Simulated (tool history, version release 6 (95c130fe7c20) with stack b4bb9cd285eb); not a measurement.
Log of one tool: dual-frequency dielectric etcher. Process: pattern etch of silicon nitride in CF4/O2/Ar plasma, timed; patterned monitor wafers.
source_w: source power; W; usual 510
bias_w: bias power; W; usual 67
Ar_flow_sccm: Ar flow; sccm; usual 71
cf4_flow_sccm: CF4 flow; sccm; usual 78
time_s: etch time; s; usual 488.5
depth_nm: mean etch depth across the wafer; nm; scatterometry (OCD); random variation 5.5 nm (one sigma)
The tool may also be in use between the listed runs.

run,hour,source_w,bias_w,Ar_flow_sccm,cf4_flow_sccm,time_s,"read-back reference wafer on the same gauge, depth_nm",depth_nm
1,0.0,460,67,71,78,488.5,1189.7,972.5
2,17.4,460,67,71,78,488.5,1189.6,964.3
# hour 39.5: source power generator calibrated
3,52.1,510,53,83,92,379.0,1190.7,728.3
4,72.5,440,67,71,91,374.5,1189.6,724.9
5,88.4,450,67,71,78,578.0,1189.5,1132.0
# hour 94.3: bias power generator calibrated
6,117.4,510,67,71,67,488.5,1189.9,1010.6
7,139.6,510,84,71,67,488.5,1189.7,1113.5
8,153.2,510,67,80,59,488.5,1189.1,984.7
# hour 194.0: upper electrode replaced
9,194.5,510,67,71,78,488.5,1190.2,1023.0
10,194.9,570,67,71,93,488.5,1189.6,1115.4
11,205.6,580,77,76,89,488.5,1191.3,1188.9
# hour 295.0: CF4 flow controller replaced
12,297.4,510,67,71,78,488.5,1190.1,1029.2
13,316.7,460,67,59,78,488.5,1188.6,975.5
14,343.0,630,67,71,78,488.5,1190.0,1161.0
15,376.5,510,80,77,78,488.5,1190.2,1100.5
# hour 426.4: wet clean of the chamber
16,426.9,510,72,60,86,354.5,1190.2,780.2
17,450.2,510,67,71,78,387.0,1190.0,810.0
18,475.6,510,67,71,78,488.5,1189.5,1024.0
19,508.6,510,67,71,78,488.5,1190.6,1020.5
20,531.0,510,53,66,96,488.5,1190.9,948.0
21,544.2,510,60,60,92,607.0,1189.2,1260.4

4 ways to go on from here, each from the tool as it stands after run 21. What would each give?
A,544.8,510,67,71,78,488.5,?,?
B,544.8,510,79,78,95,488.5,?,?
C,544.8,390,73,71,84,488.5,?,?
D,544.8,510,58,71,78,488.5,?,?

run,"read-back reference wafer on the same gauge, depth_nm",depth_nm
A,1190.3,1019.2
B,1190.3,1108.3
C,1190.3,915.3
D,1190.3,960.1
Without the tool's hidden state the same runs would have given:
run,depth_nm
A,1019.2
B,1108.3
C,915.3
D,960.1
